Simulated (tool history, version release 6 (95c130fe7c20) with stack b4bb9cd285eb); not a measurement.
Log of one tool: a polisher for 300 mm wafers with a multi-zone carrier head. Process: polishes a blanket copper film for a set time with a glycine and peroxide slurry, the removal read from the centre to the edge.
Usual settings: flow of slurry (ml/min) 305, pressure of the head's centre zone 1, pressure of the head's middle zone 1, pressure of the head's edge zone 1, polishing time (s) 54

run	hour	flow of slurry (ml/min)	pressure of the head's centre zone	pressure of the head's middle zone	pressure of the head's edge zone	polishing time (s)	incoming thickness of the incoming film, nm	film removed at the wafer's centre (Å)	film removed at mid-radius (Å)	film removed at the wafer's edge (Å)
1	0	305	1	1	1	54	2113.7	1958	1924	1976
2	14.1	305	1	1	1	54	2150.3	1920	1890	1982
3	20.1	305	1	1	1	54	2124.3	1912	1923	1970
4	28.3	305	1	1	1	54	2144.2	1912	1892	1948
5	58.1	305	1	1	1	54	2129	1877	1865	1923
# hour 78: worn pad replaced by a new one
6	107.7	305	1.1	0.89	1	54	2131.7	2080	1668	1936
# hour 122.5: centre zone pressure recalibrated
7	124	305	0.94	0.9	1	54	2137.7	1738	1686	1925
8	130.9	305	1	1.12	1	48	2154	1625	1747	1687
# hour 137.1: edge zone pressure recalibrated
9	143.4	305	0.94	0.9	1	54	2149	1713	1638	1874
# hour 155.1: slurry nozzle cleaned
10	155.4	305	1	1	1	54	2108.3	2013	1971	2003
11	162.2	305	0.91	1	0.91	54	2116.2	1816	1978	1966
# hour 170.9: worn pad replaced by a new one
12	179.3	370	1	1	1	54	2133.3	2166	2062	2113
13	216.4	235	1	1	0.9	59	2116.2	2164	2075	2081
14	232	230	0.88	1	0.9	54	2164	1715	1890	1901
# hour 240.4: carrier head's membrane replaced by a new one
15	241.8	305	1	1.12	1	41	2148.6	1527	1641	1538
16	249.7	305	1	1.04	0.9	60	2128.4	2173	2227	2141
17	259.2	305	0.92	1.09	0.97	54	2119.9	1841	2104	1991
# hour 270.7: worn pad replaced by a new one
18	271.2	305	1	1	1	54	2089.7	2070	2037	2089
19	280.6	305	1	1	1	54	2150.6	2054	2010	2074
20	296.5	305	0.91	1	0.91	54	2137.1	1844	2000	1979
21	346.5	230	0.88	1	0.9	54	2160.7	1684	1879	1890
# hour 358.2: worn pad replaced by a new one
22	358.7	305	1	1	1	54	2105.5	2081	2066	2077

Hidden state or all else? Some run-to-run changes of film removed at the wafer's centre (Å), split into what the settings, what came in and random variation would give without the hidden state, and what is left for the hidden state (with any gauge scatter that isn't in both results):
The hidden state here: removal rate lost through wear of the pad, %; slurry flow missing at the pad, %; deviation of the centre zone's pressure from its setpoint, %; deviation of the edge zone's pressure from its setpoint, %.
Run 9 -> 10: pressure of the head's centre zone 0.94 -> 1, pressure of the head's middle zone 0.9 -> 1, slurry nozzle cleaned. film removed at the wafer's centre (Å) +300: hidden state +179, all else +121.
Run 13 -> 14: flow of slurry (ml/min) 235 -> 230, pressure of the head's centre zone 1 -> 0.88, polishing time (s) 59 -> 54. film removed at the wafer's centre (Å) -449: hidden state +11, all else -460.
Run 15 -> 16: pressure of the head's middle zone 1.12 -> 1.04, pressure of the head's edge zone 1 -> 0.9, polishing time (s) 41 -> 60. film removed at the wafer's centre (Å) +646: hidden state -35, all else +681.
Run 17 -> 18: pressure of the head's centre zone 0.92 -> 1, pressure of the head's middle zone 1.09 -> 1, pressure of the head's edge zone 0.97 -> 1, worn pad replaced by a new one. film removed at the wafer's centre (Å) +229: hidden state +84, all else +145.
